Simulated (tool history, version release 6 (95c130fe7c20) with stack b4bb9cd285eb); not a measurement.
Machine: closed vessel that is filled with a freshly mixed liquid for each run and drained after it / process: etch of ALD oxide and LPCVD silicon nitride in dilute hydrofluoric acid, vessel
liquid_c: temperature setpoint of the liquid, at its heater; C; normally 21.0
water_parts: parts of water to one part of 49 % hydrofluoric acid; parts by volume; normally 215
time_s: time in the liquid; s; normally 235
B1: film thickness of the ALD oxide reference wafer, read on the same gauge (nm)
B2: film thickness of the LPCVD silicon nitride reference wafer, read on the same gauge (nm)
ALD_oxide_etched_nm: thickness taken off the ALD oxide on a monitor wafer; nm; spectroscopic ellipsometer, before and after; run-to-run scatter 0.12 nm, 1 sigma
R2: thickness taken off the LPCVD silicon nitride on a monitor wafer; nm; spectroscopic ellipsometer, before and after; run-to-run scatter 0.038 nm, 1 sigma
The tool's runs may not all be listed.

run 1 day=0.000 | liquid_c=21.0 water_parts=215 time_s=315 | B1=149.97 B2=79.969 | ALD_oxide_etched_nm=18.38 R2=0.489
run 2 day=1.121 | liquid_c=21.0 water_parts=215 time_s=235 | B1=150.00 B2=79.954 | ALD_oxide_etched_nm=13.58 R2=0.381
run 3 day=3.788 | liquid_c=21.0 water_parts=215 time_s=235 | B1=150.00 B2=80.020 | ALD_oxide_etched_nm=13.71 R2=0.410
run 4 day=6.454 | liquid_c=21.0 water_parts=215 time_s=235 | B1=149.98 B2=79.998 | ALD_oxide_etched_nm=13.61 R2=0.364
run 5 day=9.321 | liquid_c=21.0 water_parts=215 time_s=235 | B1=150.01 B2=80.036 | ALD_oxide_etched_nm=13.27 R2=0.384
run 6 day=10.483 | liquid_c=23.5 water_parts=215 time_s=330 | B1=150.01 B2=80.046 | ALD_oxide_etched_nm=20.57 R2=0.582
-- day=15.004 thermometer replaced
run 7 day=19.242 | liquid_c=18.0 water_parts=215 time_s=270 | B1=150.02 B2=80.040 | ALD_oxide_etched_nm=14.78 R2=0.364
-- day=24.342 hydrofluoric acid flow meter replaced
run 8 day=27.171 | liquid_c=17.0 water_parts=145 time_s=295 | B1=150.04 B2=80.020 | ALD_oxide_etched_nm=25.10 R2=0.608
-- day=28.967 gauge calibrated
run 9 day=30.050 | liquid_c=21.0 water_parts=215 time_s=105 | B1=150.01 B2=79.978 | ALD_oxide_etched_nm=6.54 R2=0.156
run 10 day=31.550 | liquid_c=23.5 water_parts=250 time_s=175 | B1=150.03 B2=80.005 | ALD_oxide_etched_nm=10.03 R2=0.334
run 11 day=32.579 | liquid_c=17.0 water_parts=300 time_s=335 | B1=149.96 B2=79.999 | ALD_oxide_etched_nm=11.89 R2=0.351
run 12 day=35.033 | liquid_c=23.0 water_parts=215 time_s=235 | B1=149.99 B2=80.036 | ALD_oxide_etched_nm=16.00 R2=0.451
run 13 day=37.046 | liquid_c=24.0 water_parts=285 time_s=340 | B1=149.98 B2=79.967 | ALD_oxide_etched_nm=16.44 R2=0.517
run 14 day=39.654 | liquid_c=25.5 water_parts=275 time_s=130 | B1=149.99 B2=79.974 | ALD_oxide_etched_nm=6.85 R2=0.244
run 15 day=41.979 | liquid_c=19.0 water_parts=120 time_s=130 | B1=150.00 B2=80.015 | ALD_oxide_etched_nm=14.56 R2=0.424
run 16 day=43.692 | liquid_c=23.0 water_parts=120 time_s=275 | B1=150.06 B2=80.008 | ALD_oxide_etched_nm=35.59 R2=0.986
run 17 day=46.512 | liquid_c=21.0 water_parts=250 time_s=235 | B1=150.01 B2=80.003 | ALD_oxide_etched_nm=11.80 R2=0.343
run 18 day=47.992 | liquid_c=21.0 water_parts=255 time_s=235 | B1=149.99 B2=79.995 | ALD_oxide_etched_nm=11.66 R2=0.389
run 19 day=50.021 | liquid_c=21.0 water_parts=215 time_s=235 | B1=149.99 B2=79.989 | ALD_oxide_etched_nm=14.14 R2=0.407
run 20 day=51.800 | liquid_c=18.0 water_parts=215 time_s=235 | B1=150.04 B2=80.005 | ALD_oxide_etched_nm=12.45 R2=0.341
run 21 day=53.483 | liquid_c=21.0 water_parts=215 time_s=165 | B1=150.04 B2=79.968 | ALD_oxide_etched_nm=9.94 R2=0.292
run 22 day=60.350 | liquid_c=21.0 water_parts=215 time_s=235 | B1=150.04 B2=80.028 | ALD_oxide_etched_nm=14.06 R2=0.368
run 23 day=62.417 | liquid_c=23.5 water_parts=175 time_s=235 | B1=150.01 B2=80.001 | ALD_oxide_etched_nm=19.71 R2=0.495
run 24 day=65.362 | liquid_c=21.0 water_parts=215 time_s=235 | B1=149.98 B2=80.001 | ALD_oxide_etched_nm=13.72 R2=0.398
run 25 day=66.892 | liquid_c=21.0 water_parts=215 time_s=235 | B1=150.02 B2=79.962 | ALD_oxide_etched_nm=14.02 R2=0.374

Below are 5 alternative next runs, each starting from the tool's condition after run 25. Predict each:
run A day=66.921 | liquid_c=21.0 water_parts=215 time_s=235 | B1=? B2=? | ALD_oxide_etched_nm=? R2=?
run B day=66.921 | liquid_c=21.0 water_parts=130 time_s=360 | B1=? B2=? | ALD_oxide_etched_nm=? R2=?
run C day=66.921 | liquid_c=18.5 water_parts=120 time_s=160 | B1=? B2=? | ALD_oxide_etched_nm=? R2=?
run D day=66.921 | liquid_c=19.0 water_parts=275 time_s=195 | B1=? B2=? | ALD_oxide_etched_nm=? R2=?
run E day=66.921 | liquid_c=19.5 water_parts=310 time_s=305 | B1=? B2=? | ALD_oxide_etched_nm=? R2=?

run=A B1=149.99 B2=79.970 ALD_oxide_etched_nm=13.76 R2=0.450
run=B B1=149.99 B2=79.970 ALD_oxide_etched_nm=38.10 R2=1.126
run=C B1=149.99 B2=79.970 ALD_oxide_etched_nm=16.75 R2=0.456
run=D B1=149.99 B2=79.970 ALD_oxide_etched_nm=7.82 R2=0.259
run=E B1=149.99 B2=79.970 ALD_oxide_etched_nm=10.71 R2=0.373
Had the tool no hidden state, the same runs would have come out as:
run=A ALD_oxide_etched_nm=14.94 R2=0.497
run=B ALD_oxide_etched_nm=41.34 R2=1.246
run=C ALD_oxide_etched_nm=18.18 R2=0.506
run=D ALD_oxide_etched_nm=8.50 R2=0.286
run=E ALD_oxide_etched_nm=11.64 R2=0.411
